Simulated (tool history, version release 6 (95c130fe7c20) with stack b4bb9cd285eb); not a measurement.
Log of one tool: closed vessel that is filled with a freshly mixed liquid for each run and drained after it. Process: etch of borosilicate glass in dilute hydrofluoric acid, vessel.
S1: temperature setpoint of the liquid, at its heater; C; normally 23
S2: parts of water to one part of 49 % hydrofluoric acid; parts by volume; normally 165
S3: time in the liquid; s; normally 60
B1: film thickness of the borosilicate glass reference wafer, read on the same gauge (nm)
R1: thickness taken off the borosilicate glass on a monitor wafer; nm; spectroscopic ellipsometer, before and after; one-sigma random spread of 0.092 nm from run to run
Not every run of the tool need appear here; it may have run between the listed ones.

run   hour    S1   S2  S3     B1     R1
  1      0  19.5  165  60     70   9.93
  2  103.2  19.5  165  60  69.97  10.09
  3    186    23  165  85  70.04  16.43
  4  233.1    23  165  85  69.95  16.92
  5  317.3    23  165  60  70.02  10.75
  6  357.8    23  165  60  69.95  10.93
  7    411    23  165  60  70.04  10.87
  8  484.3    26  165  60  70.03  12.32
  9  554.8    23  165  60  70.02  10.99
 10  606.5    20   90  45  70.04  15.22
 11  651.4    21  165  75  69.99  13.03
 12  707.1    26  125  60  69.98  17.57
 13  759.9    23  165  60  69.95  11.54
 14  798.1  19.5  140  50  70.03  10.21

Taken out of this log: 3 entries between the listed runs. Where each belongs, and how the hidden state differs across it:
Logged between run 4 and run 5: thermometer replaced (hour 308.1)
  liquid hotter than its thermometer reads (K): 2.54 -> 0.361
  measured less the result without the state, R1: +1.55 -> +0.15 nm
Logged between run 7 and run 8: hydrofluoric acid flow meter replaced (hour 453)
  liquid hotter than its thermometer reads (K): 0.738 -> 1.03
  measured less the result without the state, R1: +0.3 -> +0.46 nm
Logged between run 10 and run 11: gauge calibrated (hour 621.6)
  liquid hotter than its thermometer reads (K): 1.53 -> 1.71
  measured less the result without the state, R1: +0.93 -> +0.83 nm
